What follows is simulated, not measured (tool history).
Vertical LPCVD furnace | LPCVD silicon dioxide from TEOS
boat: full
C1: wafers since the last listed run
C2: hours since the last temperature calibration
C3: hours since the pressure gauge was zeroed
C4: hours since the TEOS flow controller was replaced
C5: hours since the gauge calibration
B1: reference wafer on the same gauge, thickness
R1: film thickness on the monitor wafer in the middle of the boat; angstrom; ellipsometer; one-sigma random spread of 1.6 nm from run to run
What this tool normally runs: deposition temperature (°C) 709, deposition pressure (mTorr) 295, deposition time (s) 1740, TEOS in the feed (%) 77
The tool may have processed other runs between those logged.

Run 1, hour 0.0: usual settings but deposition time (s) 2100, TEOS in the feed (%) 84; C1 0; C2 1994.4; C3 4178.6; C4 3374.1; C5 17.3; B1 243.25. Result: R1 3685.6 angstrom.
Run 2, hour 206.7: usual settings but deposition time (s) 2100, TEOS in the feed (%) 84; C1 2061; C2 2201.1; C3 4385.3; C4 3580.8; C5 224.0; B1 242.68. Result: R1 3785.3 angstrom.
At hour 240.6: thermocouples replaced and temperature profile calibrated.
Run 3, hour 242.6: usual settings but deposition pressure (mTorr) 335; C1 118; C2 2.0; C3 4421.2; C4 3616.7; C5 259.9; B1 242.69. Result: R1 2910.8 angstrom.
Run 4, hour 304.8: usual settings but deposition time (s) 1950; C1 620; C2 64.2; C3 4483.4; C4 3678.9; C5 322.1; B1 243.29. Result: R1 3089.3 angstrom.
At hour 351.7: TEOS flow controller replaced.
Run 5, hour 352.2: usual settings but deposition time (s) 1950; C1 233; C2 111.6; C3 4530.8; C4 0.5; C5 369.5; B1 243.49. Result: R1 3130.0 angstrom.
Run 6, hour 367.6: usual settings; C1 153; C2 127.0; C3 4546.2; C4 15.9; C5 384.9; B1 243.34. Result: R1 2731.1 angstrom.
Run 7, hour 391.8: usual settings; C1 241; C2 151.2; C3 4570.4; C4 40.1; C5 409.1; B1 242.93. Result: R1 2763.1 angstrom.
Run 8, hour 427.0: usual settings but deposition time (s) 1950; C1 351; C2 186.4; C3 4605.6; C4 75.3; C5 444.3; B1 243.24. Result: R1 3110.5 angstrom.
Run 9, hour 485.7: usual settings but deposition temperature (°C) 702; C1 585; C2 245.1; C3 4664.3; C4 134.0; C5 503.0; B1 242.93. Result: R1 2377.9 angstrom.
Run 10, hour 542.9: usual settings but deposition time (s) 1560; C1 570; C2 302.3; C3 4721.5; C4 191.2; C5 560.2; B1 242.67. Result: R1 2493.6 angstrom.
At hour 547.3: gauge calibrated.
At hour 592.7: pressure gauge zeroed.
Run 11, hour 607.3: usual settings; C1 402; C2 366.7; C3 14.6; C4 255.6; C5 60.0; B1 243.11. Result: R1 2813.9 angstrom.

Run 12 is up next; what results do you expect?
Run 12, hour 661.5: usual settings but deposition temperature (°C) 714; C1 540; C2 420.9; C3 68.8; C4 309.8; C5 114.2; B1 ?. Result: R1 ?.

{"run 12": {"B1": 243.24, "R1": 3148.9}}
If the tool had no hidden condition, the same run with the same run-to-run variation would have returned R1 3032.5 angstrom.

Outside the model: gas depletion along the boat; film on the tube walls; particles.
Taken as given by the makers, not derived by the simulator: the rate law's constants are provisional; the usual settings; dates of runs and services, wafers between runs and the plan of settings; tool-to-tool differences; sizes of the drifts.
